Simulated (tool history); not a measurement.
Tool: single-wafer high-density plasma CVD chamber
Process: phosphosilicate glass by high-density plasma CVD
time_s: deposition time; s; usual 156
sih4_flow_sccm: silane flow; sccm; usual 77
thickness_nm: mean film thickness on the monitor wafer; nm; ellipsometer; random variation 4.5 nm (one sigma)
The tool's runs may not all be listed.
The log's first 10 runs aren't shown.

run,hour,time_s,sih4_flow_sccm,wafers since the last listed run,hours since the silane flow controller was replaced,hours since the gauge calibration,"read-back reference wafer on the same gauge, thickness_nm",thickness_nm
11,707.4,156,77,586,5560.8,93.2,1050.628,1317.995
12,732.8,156,77,215,5586.2,118.6,1049.772,1318.124
13,775.8,156,77,364,5629.2,161.6,1049.798,1323.54
# hour 798.8: silane flow controller replaced
14,808.6,156,77,210,9.8,194.4,1050.469,1227.202
15,853.5,156,77,381,54.7,239.3,1050.294,1224.571
16,897,173,77,369,98.2,282.8,1049.751,1364.147
17,929.5,167,72,275,130.7,315.3,1049.347,1227.911
18,955.9,156,72,224,157.1,341.7,1050.482,1148.815
19,994,156,77,323,195.2,379.8,1049.281,1223.701
20,1019.2,156,65,213,220.4,405,1049.964,1029.538
21,1051.6,156,77,274,252.8,437.4,1049.702,1228.514
22,1120.1,156,77,581,321.3,505.9,1050.052,1219.66
23,1157.2,127,64,314,358.4,543,1049.68,824.641
24,1216.8,173,83,505,418,602.6,1050.38,1457.084
25,1247.1,156,77,257,448.3,632.9,1050.341,1218.191
26,1304.8,140,67,489,506,690.6,1050.838,947.095
27,1356.4,156,77,437,557.6,742.2,1050.344,1224.731
28,1400.6,156,77,375,601.8,786.4,1050.116,1224.82
29,1441,176,70,342,642.2,826.8,1049.961,1249.797
30,1466.4,135,65,215,667.6,852.2,1049.057,898.028
31,1502.1,174,64,302,703.3,887.9,1051.064,1129.896
32,1556.7,134,77,463,757.9,942.5,1050.046,1055.334

Forecast each of these 4 alternatives for the next run:
A,1557.1,156,89,3,758.3,942.9,?,?
B,1557.1,169,81,3,758.3,942.9,?,?
C,1557.1,183,70,3,758.3,942.9,?,?
D,1557.1,132,77,3,758.3,942.9,?,?

run,"read-back reference wafer on the same gauge, thickness_nm",thickness_nm
A,1050.426,1417.485
B,1050.426,1397.577
C,1050.426,1307.835
D,1050.426,1037.692
Without the tool's hidden state the same runs would have given:
run,thickness_nm
A,1412.927
B,1393.083
C,1303.63
D,1034.356
